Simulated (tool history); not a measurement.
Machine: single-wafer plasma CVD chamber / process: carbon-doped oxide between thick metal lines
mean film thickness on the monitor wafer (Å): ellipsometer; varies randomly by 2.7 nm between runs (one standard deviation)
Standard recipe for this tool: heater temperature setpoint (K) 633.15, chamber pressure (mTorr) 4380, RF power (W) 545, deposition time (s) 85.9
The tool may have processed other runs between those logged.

run	hour	heater temperature setpoint (K)	chamber pressure (mTorr)	RF power (W)	deposition time (s)	read-back reference wafer on the same gauge, thickness_nm	mean film thickness on the monitor wafer (Å)
1	0	633.15	4380	545	98	475.814	5652.76
2	65.5	633.15	4380	545	98	475.654	5641.92
3	129.7	633.15	4380	545	85.9	475.261	4947.03
4	171.4	633.15	4380	545	85.9	475.969	4992.06
5	233	633.15	4380	545	85.9	476.006	5028.25
6	267.2	623.15	3960	655	79.4	475.937	5479.68
7	402.2	633.15	4940	545	85.9	475.813	5093.54
8	466.4	643.15	5250	545	85.9	476.26	5061.47
9	501.4	647.15	4380	545	85.9	475.385	4854.05
10	542.3	644.15	4380	545	85.9	476.34	4861.05
11	583.1	633.15	5400	545	94.7	475.451	5697.81
12	641.2	645.15	5410	545	85.9	474.908	4967.77
13	685	633.15	4380	545	75.9	475.347	4341.26
14	724.1	633.15	4380	640	92.7	476.173	6222.36
15	776.1	633.15	4380	640	98.6	476.167	6645.11
16	812.5	633.15	4380	490	85.9	476.536	4485.7
17	871.2	645.15	4380	545	77.2	477.373	4297.04
18	930.3	628.15	5160	545	76.3	475.816	4612.03
19	969	619.15	3960	630	80.5	476.356	5452.19
20	1002.6	624.15	5100	515	70.6	475.56	4057.68
21	1029.9	633.15	5460	620	85.9	475.575	5828.73
22	1058.4	627.15	4380	545	102.1	475.769	5929.8
23	1100.3	625.15	5370	615	96.8	476.496	6582.25
24	1139	633.15	4380	545	85.9	475.957	4936.24
25	1265.6	633.15	5080	655	85.9	476.468	5990.97
26	1316.5	633.15	4380	545	85.9	476.916	4932.9
27	1345	633.15	4380	585	69.9	475.982	4339.79

Taken out of this log: 5 entries between the listed runs. Where each belongs, and how the hidden state differs across it:
Logged between run 2 and run 3: thermocouple changed; heater temperature recalibrated (hour 107.3)
  no hidden state differs between the two runs
Logged between run 3 and run 4: showerhead replaced (hour 152.1); RF generator calibrated (hour 160.9)
  no hidden state differs between the two runs
Logged between run 5 and run 6: capacitance manometer re-zeroed and calibrated (hour 266.7)
  no hidden state differs between the two runs
Logged between run 10 and run 11: gauge calibrated (hour 560.8)
  no hidden state differs between the two runs

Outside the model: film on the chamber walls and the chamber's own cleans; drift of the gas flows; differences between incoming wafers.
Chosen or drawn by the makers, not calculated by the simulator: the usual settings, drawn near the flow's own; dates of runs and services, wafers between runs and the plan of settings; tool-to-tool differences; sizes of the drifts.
